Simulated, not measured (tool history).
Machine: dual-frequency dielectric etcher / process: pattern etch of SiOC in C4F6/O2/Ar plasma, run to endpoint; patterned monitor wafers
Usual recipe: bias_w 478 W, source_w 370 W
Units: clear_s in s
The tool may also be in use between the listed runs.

run    hour  bias_w  source_w  incoming incoming film thickness, nm  clear_s
  1       0     478       370                                 43.02     14.9
  2      60     478       370                                 42.67       15
  3    98.4     478       370                                 42.97     15.1
  4     135     478       370                                 43.29     15.1
  5   195.1     478       370                                 43.31     15.2
  6   392.8     478       370                                 43.34     15.2
  7   435.1     478       370                                 43.24     15.2
  8   486.7     478       370                                 43.25     15.2
  9   612.1     446       370                                 42.78     15.4
 10   648.7     446       370                                 42.81     15.5
 11   688.7     446       370                                  42.7     15.3
 12   751.2     551       350                                 43.15     14.9
 13   788.7     551       350                                 43.26     14.9
 14   828.5     551       350                                 43.21       15
 15   885.3     440       370                                 42.78     15.6
 16   941.1     478       370                                 42.82       15
 17  1000.4     478       320                                 42.84     15.8
 18    1033     358       300                                 42.97     17.3
 19  1104.9     478       340                                  42.5     15.4
 20  1142.2     445       300                                 43.06     16.5
 21  1211.5     478       440                                 42.94     14.4
 22  1273.9     363       430                                 43.15     15.6
 23  1306.4     446       370                                 43.07     15.3
 24  1347.3     478       370                                 43.12     15.2
 25  1413.2     369       440                                 42.95     15.5
 26  1478.7     478       370                                 43.23     15.3
 27  1536.5     478       310                                 43.17     15.9
 28  1570.8     478       410                                 43.24     14.9
 29  1644.8     478       370                                 43.06     15.2
 30    1671     478       370                                 43.29     15.4
 31  1706.6     478       430                                 43.24     14.7
 32  1734.2     478       370                                    43     15.2
 33  1770.2     566       290                                 42.97     15.4

Between the runs listed above, the log contained 6 entries, not reproduced here. Where in the sequence does each belong, and how does what the log doesn't record of the tool's condition differ from the listed run before to the listed run after?
Between runs 5 and 6: wet clean of the chamber (hour 321.1)
  no difference in the tool's unlogged condition between these two runs
Between runs 14 and 15: wet clean of the chamber (hour 884.8)
  no difference in the tool's unlogged condition between these two runs
Between runs 16 and 17: upper electrode replaced (hour 992)
  no difference in the tool's unlogged condition between these two runs
Between runs 21 and 22: source power generator calibrated (hour 1232.1)
  no difference in the tool's unlogged condition between these two runs
Between runs 22 and 23: bias power generator calibrated (hour 1305.9)
  no difference in the tool's unlogged condition between these two runs
Between runs 26 and 27: wet clean of the chamber (hour 1513.9)
  no difference in the tool's unlogged condition between these two runs

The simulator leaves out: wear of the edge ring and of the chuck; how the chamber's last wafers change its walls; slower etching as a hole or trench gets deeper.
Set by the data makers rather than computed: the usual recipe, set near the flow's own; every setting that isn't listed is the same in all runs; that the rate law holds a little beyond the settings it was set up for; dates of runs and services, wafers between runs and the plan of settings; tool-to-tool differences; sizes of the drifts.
